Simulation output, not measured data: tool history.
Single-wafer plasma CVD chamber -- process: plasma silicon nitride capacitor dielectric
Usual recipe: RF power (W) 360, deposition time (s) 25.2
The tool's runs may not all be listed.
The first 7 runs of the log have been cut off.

| run | hour | RF power (W) | deposition time (s) | wafers since the last listed run | hours since the last RF generator calibration | hours since the showerhead was replaced | hours since the gauge calibration | read-back reference wafer on the same gauge, thickness_nm | mean film thickness on the monitor wafer (angstrom) |
|---|---|---|---|---|---|---|---|---|---|
| 8 | 92.0 | 360 | 25.2 | 180 | 1825.2 | 8681.3 | 206.5 | 37.400 | 310.81 |
| 9 | 104.6 | 360 | 25.2 | 234 | 1837.8 | 8693.9 | 219.1 | 37.418 | 310.99 |
| 10 | 118.1 | 305 | 25.2 | 250 | 1851.3 | 8707.4 | 232.6 | 37.400 | 293.67 |
| 11 | 135.4 | 305 | 25.2 | 321 | 1868.6 | 8724.7 | 249.9 | 37.403 | 293.79 |
| 12 | 143.3 | 305 | 25.2 | 146 | 1876.5 | 8732.6 | 257.8 | 37.398 | 293.46 |
| 13 | 158.5 | 375 | 28.8 | 282 | 1891.7 | 8747.8 | 273.0 | 37.391 | 359.45 |
|  | 171.1 | RF generator calibrated |
| 14 | 171.6 | 375 | 28.8 | 94 | 0.5 | 8760.9 | 286.1 | 37.408 | 369.84 |
| 15 | 177.5 | 375 | 28.8 | 109 | 6.4 | 8766.8 | 292.0 | 37.426 | 369.54 |
| 16 | 183.9 | 395 | 27.6 | 118 | 12.8 | 8773.2 | 298.4 | 37.392 | 359.13 |
| 17 | 197.8 | 360 | 25.2 | 258 | 26.7 | 8787.1 | 312.3 | 37.388 | 318.65 |
| 18 | 207.4 | 295 | 21.9 | 178 | 36.3 | 8796.7 | 321.9 | 37.387 | 258.20 |
| 19 | 217.4 | 295 | 27.4 | 185 | 46.3 | 8806.7 | 331.9 | 37.393 | 322.54 |
| 20 | 232.7 | 360 | 21.4 | 284 | 61.6 | 8822.0 | 347.2 | 37.394 | 270.40 |
| 21 | 248.5 | 300 | 27.3 | 293 | 77.4 | 8837.8 | 363.0 | 37.398 | 324.36 |
| 22 | 255.1 | 410 | 21.4 | 122 | 84.0 | 8844.4 | 369.6 | 37.401 | 282.58 |
|  | 264.4 | gauge calibrated |
|  | 271.3 | showerhead replaced |
| 23 | 271.8 | 325 | 20.5 | 161 | 100.7 | 0.5 | 7.4 | 37.425 | 250.08 |
| 24 | 286.1 | 410 | 25.2 | 265 | 115.0 | 14.8 | 21.7 | 37.393 | 332.68 |
| 25 | 299.7 | 360 | 25.2 | 252 | 128.6 | 28.4 | 35.3 | 37.397 | 319.48 |
| 26 | 312.2 | 360 | 25.2 | 232 | 141.1 | 40.9 | 47.8 | 37.397 | 318.76 |
| 27 | 322.4 | 360 | 28.5 | 189 | 151.3 | 51.1 | 58.0 | 37.402 | 359.96 |
| 28 | 329.3 | 330 | 29.0 | 128 | 158.2 | 58.0 | 64.9 | 37.396 | 355.87 |
| 29 | 338.0 | 360 | 27.6 | 161 | 166.9 | 66.7 | 73.6 | 37.380 | 348.40 |
| 30 | 346.5 | 360 | 25.2 | 157 | 175.4 | 75.2 | 82.1 | 37.412 | 318.68 |

Predict each of these 4 candidate next runs independently; none follows another, all start after run 30:
| A | 346.9 | 310 | 25.2 | 7 | 175.8 | 75.6 | 82.5 | ? | ? |
| B | 346.9 | 405 | 20.3 | 7 | 175.8 | 75.6 | 82.5 | ? | ? |
| C | 346.9 | 390 | 28.0 | 7 | 175.8 | 75.6 | 82.5 | ? | ? |
| D | 346.9 | 320 | 29.5 | 7 | 175.8 | 75.6 | 82.5 | ? | ? |

| run | read-back reference wafer on the same gauge, thickness_nm | mean film thickness on the monitor wafer (angstrom) |
|---|---|---|
| A | 37.399 | 302.00 |
| B | 37.399 | 266.71 |
| C | 37.399 | 363.20 |
| D | 37.399 | 357.48 |
Take away the tool's hidden state, keep each run's random variation, and the runs would have read:
| run | mean film thickness on the monitor wafer (angstrom) |
|---|---|
| A | 302.38 |
| B | 267.05 |
| C | 363.67 |
| D | 357.94 |
